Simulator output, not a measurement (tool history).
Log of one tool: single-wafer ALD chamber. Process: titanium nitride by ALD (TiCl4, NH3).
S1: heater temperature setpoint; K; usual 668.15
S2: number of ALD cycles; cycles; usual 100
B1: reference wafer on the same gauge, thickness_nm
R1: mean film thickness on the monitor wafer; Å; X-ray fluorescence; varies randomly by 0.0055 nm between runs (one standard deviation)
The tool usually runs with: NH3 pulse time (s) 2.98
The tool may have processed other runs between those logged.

{"run": 1, "hour": 0.0, "S1": 668.15, "S2": 106, "NH3 pulse time (s)": 2.98, "B1": 2.212, "R1": 23.59}
{"hour": 14.4, "done": "gauge calibrated"}
{"run": 2, "hour": 40.5, "S1": 668.15, "S2": 106, "NH3 pulse time (s)": 2.98, "B1": 2.177, "R1": 23.25}
{"run": 3, "hour": 71.6, "S1": 668.15, "S2": 100, "NH3 pulse time (s)": 2.98, "B1": 2.179, "R1": 21.99}
{"run": 4, "hour": 137.4, "S1": 668.15, "S2": 100, "NH3 pulse time (s)": 2.98, "B1": 2.184, "R1": 21.99}
{"run": 5, "hour": 162.1, "S1": 668.15, "S2": 100, "NH3 pulse time (s)": 2.98, "B1": 2.187, "R1": 22.02}
{"run": 6, "hour": 212.1, "S1": 668.15, "S2": 100, "NH3 pulse time (s)": 2.98, "B1": 2.19, "R1": 22.02}
{"run": 7, "hour": 237.0, "S1": 668.15, "S2": 100, "NH3 pulse time (s)": 2.39, "B1": 2.192, "R1": 21.76}
{"run": 8, "hour": 278.2, "S1": 668.15, "S2": 100, "NH3 pulse time (s)": 2.39, "B1": 2.195, "R1": 21.75}
{"run": 9, "hour": 331.4, "S1": 675.15, "S2": 100, "NH3 pulse time (s)": 2.98, "B1": 2.195, "R1": 22.14}
{"run": 10, "hour": 403.3, "S1": 668.15, "S2": 100, "NH3 pulse time (s)": 2.45, "B1": 2.194, "R1": 21.92}
{"run": 11, "hour": 451.2, "S1": 668.15, "S2": 100, "NH3 pulse time (s)": 2.98, "B1": 2.195, "R1": 22.08}
{"run": 12, "hour": 617.5, "S1": 668.15, "S2": 100, "NH3 pulse time (s)": 2.98, "B1": 2.202, "R1": 22.22}
{"run": 13, "hour": 644.1, "S1": 668.15, "S2": 100, "NH3 pulse time (s)": 2.98, "B1": 2.203, "R1": 22.27}
{"run": 14, "hour": 714.2, "S1": 668.15, "S2": 100, "NH3 pulse time (s)": 2.98, "B1": 2.204, "R1": 22.21}
{"run": 15, "hour": 756.3, "S1": 668.15, "S2": 100, "NH3 pulse time (s)": 2.98, "B1": 2.208, "R1": 22.27}
{"run": 16, "hour": 798.4, "S1": 668.15, "S2": 100, "NH3 pulse time (s)": 2.98, "B1": 2.207, "R1": 22.22}
{"run": 17, "hour": 824.0, "S1": 668.15, "S2": 87, "NH3 pulse time (s)": 2.71, "B1": 2.206, "R1": 19.2}
{"run": 18, "hour": 877.5, "S1": 668.15, "S2": 87, "NH3 pulse time (s)": 2.71, "B1": 2.207, "R1": 19.33}
{"hour": 903.9, "done": "showerhead replaced"}
{"run": 19, "hour": 940.7, "S1": 678.15, "S2": 90, "NH3 pulse time (s)": 1.84, "B1": 2.208, "R1": 19.45}
{"run": 20, "hour": 1003.0, "S1": 677.15, "S2": 83, "NH3 pulse time (s)": 3.79, "B1": 2.209, "R1": 18.73}
{"run": 21, "hour": 1028.1, "S1": 668.15, "S2": 100, "NH3 pulse time (s)": 2.98, "B1": 2.211, "R1": 22.19}
{"run": 22, "hour": 1094.2, "S1": 661.15, "S2": 89, "NH3 pulse time (s)": 3.47, "B1": 2.209, "R1": 19.91}
{"run": 23, "hour": 1151.8, "S1": 679.15, "S2": 81, "NH3 pulse time (s)": 2.98, "B1": 2.212, "R1": 18.05}
{"run": 24, "hour": 1194.6, "S1": 668.15, "S2": 91, "NH3 pulse time (s)": 2.45, "B1": 2.211, "R1": 20.02}
{"run": 25, "hour": 1245.7, "S1": 668.15, "S2": 85, "NH3 pulse time (s)": 2.98, "B1": 2.209, "R1": 18.95}
{"run": 26, "hour": 1285.1, "S1": 668.15, "S2": 100, "NH3 pulse time (s)": 2.53, "B1": 2.212, "R1": 22.16}
{"hour": 1332.4, "done": "gauge calibrated"}
{"run": 27, "hour": 1343.4, "S1": 668.15, "S2": 100, "NH3 pulse time (s)": 2.98, "B1": 2.173, "R1": 21.86}
{"run": 28, "hour": 1384.2, "S1": 662.15, "S2": 100, "NH3 pulse time (s)": 2.98, "B1": 2.175, "R1": 21.75}
{"hour": 1439.5, "done": "thermocouple changed; heater temperature recalibrated"}
{"run": 29, "hour": 1440.0, "S1": 673.15, "S2": 93, "NH3 pulse time (s)": 3.89, "B1": 2.18, "R1": 20.67}
{"run": 30, "hour": 1481.8, "S1": 668.15, "S2": 82, "NH3 pulse time (s)": 2.98, "B1": 2.183, "R1": 17.98}
{"run": 31, "hour": 1520.1, "S1": 682.15, "S2": 112, "NH3 pulse time (s)": 3.33, "B1": 2.188, "R1": 24.8}
{"run": 32, "hour": 1557.4, "S1": 668.15, "S2": 100, "NH3 pulse time (s)": 2.98, "B1": 2.186, "R1": 22}
{"run": 33, "hour": 1625.6, "S1": 658.15, "S2": 100, "NH3 pulse time (s)": 2.08, "B1": 2.188, "R1": 21.44}
{"run": 34, "hour": 1765.5, "S1": 668.15, "S2": 100, "NH3 pulse time (s)": 2.98, "B1": 2.194, "R1": 22.15}
{"run": 35, "hour": 1821.8, "S1": 676.15, "S2": 109, "NH3 pulse time (s)": 2.98, "B1": 2.197, "R1": 24.21}
{"run": 36, "hour": 1862.8, "S1": 672.15, "S2": 118, "NH3 pulse time (s)": 2.98, "B1": 2.2, "R1": 26.15}
{"run": 37, "hour": 1889.3, "S1": 672.15, "S2": 89, "NH3 pulse time (s)": 2.4, "B1": 2.199, "R1": 19.51}
{"run": 38, "hour": 1941.1, "S1": 663.15, "S2": 117, "NH3 pulse time (s)": 2.33, "B1": 2.201, "R1": 25.5}
{"run": 39, "hour": 2010.5, "S1": 668.15, "S2": 100, "NH3 pulse time (s)": 2.98, "B1": 2.202, "R1": 22.21}

Each row is a separate what-if for the run after 39, all from the same tool condition, not one after another. Results?
{"run": "A", "hour": 2011.1, "S1": 668.15, "S2": 100, "NH3 pulse time (s)": 2.98, "B1": "?", "R1": "?"}
{"run": "B", "hour": 2011.1, "S1": 668.15, "S2": 100, "NH3 pulse time (s)": 3.66, "B1": "?", "R1": "?"}
{"run": "C", "hour": 2011.1, "S1": 654.15, "S2": 87, "NH3 pulse time (s)": 2.68, "B1": "?", "R1": "?"}
{"run": "D", "hour": 2011.1, "S1": 657.15, "S2": 81, "NH3 pulse time (s)": 2.98, "B1": "?", "R1": "?"}
{"run": "E", "hour": 2011.1, "S1": 654.15, "S2": 89, "NH3 pulse time (s)": 1.87, "B1": "?", "R1": "?"}

run=A B1=2.202 R1=22.11
run=B B1=2.202 R1=22.31
run=C B1=2.202 R1=18.95
run=D B1=2.202 R1=17.8
run=E B1=2.202 R1=18.73
The same runs, with their run-to-run variation unchanged, on a tool lacking any hidden condition would have given:
run=A R1=21.78
run=B R1=21.99
run=C R1=18.68
run=D R1=17.54
run=E R1=18.45
